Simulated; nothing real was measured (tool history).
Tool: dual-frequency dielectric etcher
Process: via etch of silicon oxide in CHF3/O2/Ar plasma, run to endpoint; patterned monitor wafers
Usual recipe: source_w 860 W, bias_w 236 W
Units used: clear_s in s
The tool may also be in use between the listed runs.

run,hour,source_w,bias_w,"incoming incoming film thickness, nm",clear_s
1,0,720,282,579.6,238.6
2,96.3,860,236,570.4,231.4
3,374.3,860,236,576.9,236.5
4,411.7,860,236,573.4,233.8
5,455.2,790,236,576,245.8
6,519.7,860,262,572.5,218.8
# hour 576.8: wet clean of the chamber
7,609.7,860,262,579.2,222
# hour 615.6: bias power generator calibrated
8,691,860,236,579.1,241.1
9,735.3,780,236,579.3,254.1
10,782.6,860,236,570.1,236.1
11,841.9,860,236,575.7,237.6
12,928.7,860,236,577.9,236.8
13,992.5,860,236,577,237.4
14,1083.6,860,236,573.3,234.8
15,1147.9,860,236,578,237.8
16,1201.1,740,211,578.4,276.9
# hour 1225.8: wet clean of the chamber
# hour 1295.9: upper electrode replaced
17,1303.1,860,262,570,219
18,1388.1,660,236,577.2,284.7
19,1459.8,650,207,575.9,306.9
20,1563.9,1060,183,578.7,243.6

Predict the results of run 21:
21,1631.9,720,282,580.6,?

For run 21 the tool returned clear_s 238.1 s.
With the hidden condition absent and the run-to-run variation left alone, this run would have shown clear_s 243 s.

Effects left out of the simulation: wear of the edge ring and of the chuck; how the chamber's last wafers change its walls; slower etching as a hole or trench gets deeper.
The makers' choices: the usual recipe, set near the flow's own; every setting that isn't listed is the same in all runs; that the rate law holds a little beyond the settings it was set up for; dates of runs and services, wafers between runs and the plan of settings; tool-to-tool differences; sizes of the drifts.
